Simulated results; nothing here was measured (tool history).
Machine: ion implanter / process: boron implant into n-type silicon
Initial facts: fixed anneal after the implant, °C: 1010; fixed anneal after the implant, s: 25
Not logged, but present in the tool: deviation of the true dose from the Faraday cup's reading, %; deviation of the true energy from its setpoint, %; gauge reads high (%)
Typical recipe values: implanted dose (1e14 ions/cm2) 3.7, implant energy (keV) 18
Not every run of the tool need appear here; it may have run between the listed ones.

run,day,implanted dose (1e14 ions/cm2),implant energy (keV),wafers since the last listed run,hours since the last dose calibration,hours since the extraction supply was calibrated,hours since the gauge calibration,"read-back reference wafer on the same gauge, sheet resistance",sheet resistance of the implanted and annealed layer (ohm/square)
1,0,3.7,18,0,1615.8,1970,170.1,214.92,279.99
2,0.592,3.7,18,238,1630,1984.2,184.3,214.9,279.65
3,1.233,2.93,18,259,1645.4,1999.6,199.7,214.96,337.67
4,1.612,2.93,18,153,1654.5,2008.7,208.8,214.99,337.88
5,2.017,3.7,21,163,1664.2,2018.4,218.5,214.9,275.58
6,2.733,3.7,18,289,1681.4,2035.6,235.7,215.11,279.53
7,3.917,3.7,18,477,1709.8,2064,264.1,214.92,280.05
8,4.338,3.7,18,169,1719.9,2074.1,274.2,215.17,280.65
9,4.992,3.7,18,264,1735.6,2089.8,289.9,215.17,279.84
10,5.529,2.99,18,217,1748.5,2102.7,302.8,215.04,331.89
11,6.188,2.99,18,265,1764.3,2118.5,318.6,214.82,332.23
12,6.571,3.7,18,154,1773.5,2127.7,327.8,214.96,279.4
13,7.096,4.42,20,212,1786.1,2140.3,340.4,215.09,240.4
14,7.792,3.7,22,281,1802.8,2157,357.1,214.93,274.71
# day 8.508: gauge calibrated
15,8.512,4.07,13,291,1820.1,2174.3,0.1,215.11,268.15
# day 8.962: Faraday cup replaced and dose calibrated
16,8.983,4.42,20,55,0.5,2185.6,11.4,214.89,230.36
17,9.467,3.7,22,195,12.1,2197.2,23,214.89,262.78
18,10.783,4.03,15.5,531,43.7,2228.8,54.6,214.9,255.45
# day 11.15: extraction supply calibrated
19,11.492,3.7,13,151,60.7,8.2,71.6,215.12,279.37
20,12.171,4.42,18,274,77,24.5,87.9,214.95,233.89
21,12.738,4.33,13,228,90.6,38.1,101.5,214.96,245.54
22,13.246,3.7,18,205,102.8,50.3,113.7,215.11,270.46
23,13.654,4.59,22.5,164,112.6,60.1,123.5,214.99,222.34
24,14.138,2.69,20.5,195,124.2,71.7,135.1,214.96,345.89

Forecast each of these 3 alternatives for the next run:
A,14.154,3.7,18,6,124.6,72.1,135.5,?,?
B,14.154,3.7,16.5,6,124.6,72.1,135.5,?,?
C,14.154,2.71,20,6,124.6,72.1,135.5,?,?

run,"read-back reference wafer on the same gauge, sheet resistance",sheet resistance of the implanted and annealed layer (ohm/square)
A,214.93,271.26
B,214.93,273.66
C,214.93,344.67
With no hidden state in the tool, these same runs would have given:
run,sheet resistance of the implanted and annealed layer (ohm/square)
A,269.73
B,272.1
C,342.7
